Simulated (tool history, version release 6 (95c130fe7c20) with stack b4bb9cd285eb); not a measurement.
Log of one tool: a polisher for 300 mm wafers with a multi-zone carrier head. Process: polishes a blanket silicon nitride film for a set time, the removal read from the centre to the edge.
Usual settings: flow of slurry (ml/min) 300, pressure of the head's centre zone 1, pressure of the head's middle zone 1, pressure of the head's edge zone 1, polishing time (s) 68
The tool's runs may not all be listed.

run    hour  flow of slurry (ml/min)  pressure of the head's centre zone  pressure of the head's middle zone  pressure of the head's edge zone  polishing time (s)  incoming thickness of the incoming film, nm  film removed at the wafer's centre (Å)  film removed at mid-radius (Å)  film removed at the wafer's edge (Å)
  1       0                      355                                   1                                   1                                 1                  68                                        434.1                                    1393                            1373                                  1431
       79.6  -- edge zone pressure recalibrated
  2    81.1                      355                                   1                                   1                                 1                  68                                        434.7                                    1382                            1366                                  1392
  3   161.1                      300                                   1                                   1                                 1                  68                                        436.5                                    1321                            1297                                  1345
  4   208.9                      300                                   1                                   1                                 1                  68                                        427.4                                    1284                            1285                                  1343
        257  -- slurry nozzle cleaned
  5   258.5                      300                                   1                                   1                                 1                  68                                        435.6                                    1340                            1360                                  1382
  6   348.7                      300                                   1                                   1                                 1                  68                                        430.2                                    1321                            1326                                  1364
        361  -- worn pad replaced by a new one
  7   386.6                      260                                   1                                   1                                 1                  68                                        430.2                                    1364                            1400                                  1443
  8   436.4                      260                                   1                                   1                                 1                  68                                        424.7                                    1400                            1373                                  1420
        442  -- carrier head's membrane replaced by a new one
      458.4  -- centre zone pressure recalibrated
  9   498.1                      205                                0.94                                   1                              0.92                  68                                        433.2                                    1263                            1315                                  1305
      728.9  -- worn pad replaced by a new one
 10   811.9                      300                                   1                                   1                              0.91                  68                                        422.7                                    1366                            1360                                  1334
 11   899.8                      300                                   1                                0.91                                 1                  68                                        429.2                                    1329                            1224                                  1362
      996.2  -- slurry nozzle cleaned
 12    1006                      300                                   1                                   1                              1.04                  46                                        433.6                                     921                             903                                   953
     1022.1  -- edge zone pressure recalibrated
 13  1060.8                      300                                   1                                   1                              0.97                  68                                        431.8                                    1308                            1364                                  1350
 14  1123.8                      405                                   1                                   1                                 1                  68                                        431.6                                    1399                            1332                                  1367
 15  1181.6                      260                                   1                                0.88                                 1                  68                                        430.6                                    1291                            1154                                  1328
     1185.8  -- worn pad replaced by a new one
     1210.6  -- carrier head's membrane replaced by a new one
 16    1287                      260                                   1                                   1                                 1                  68                                        436.2                                    1369                            1356                                  1398
     1354.4  -- centre zone pressure recalibrated
 17    1363                      300                                1.03                                   1                              0.94                  68                                        425.7                                    1401                            1352                                  1341
 18  1425.7                      360                                1.04                                1.06                                 1                  84                                        423.8                                    1765                            1776                                  1724
 19  1525.1                      265                                1.11                                   1                              1.04                  56                                        432.8                                    1132                            1035                                  1091
     1534.6  -- worn pad replaced by a new one
 20  1595.6                      300                                   1                                   1                                 1                  68                                        433.7                                    1346                            1359                                  1392
 21    1693                      405                                   1                                   1                                 1                  68                                        425.5                                    1359                            1362                                  1399

Branching from run 21: 5 alternative next runs. What would each branch give?
  A  1693.5                      300                                   1                                   1                                 1                  68                                        432.4                                       ?                               ?                                     ?
  B  1693.5                      300                                   1                                   1                                 1                  60                                        432.4                                       ?                               ?                                     ?
  C  1693.5                      400                                1.08                                1.11                                 1                  80                                        432.4                                       ?                               ?                                     ?
  D  1693.5                      300                                   1                                1.11                                 1                  86                                        432.4                                       ?                               ?                                     ?
  E  1693.5                      300                                   1                                1.04                                 1                  48                                        432.4                                       ?                               ?                                     ?

run  film removed at the wafer's centre (Å)  film removed at mid-radius (Å)  film removed at the wafer's edge (Å)
  A                                    1286                            1306                                  1367
  B                                    1134                            1152                                  1206
  C                                    1682                            1746                                  1654
  D                                    1627                            1805                                  1726
  E                                     908                             953                                   964
With the hidden condition removed and each run's random variation left untouched, the same runs would have given:
run  film removed at the wafer's centre (Å)  film removed at mid-radius (Å)  film removed at the wafer's edge (Å)
  A                                    1422                            1434                                  1479
  B                                    1255                            1266                                  1305
  C                                    1829                            1889                                  1770
  D                                    1800                            1983                                  1867
  E                                    1004                            1047                                  1043
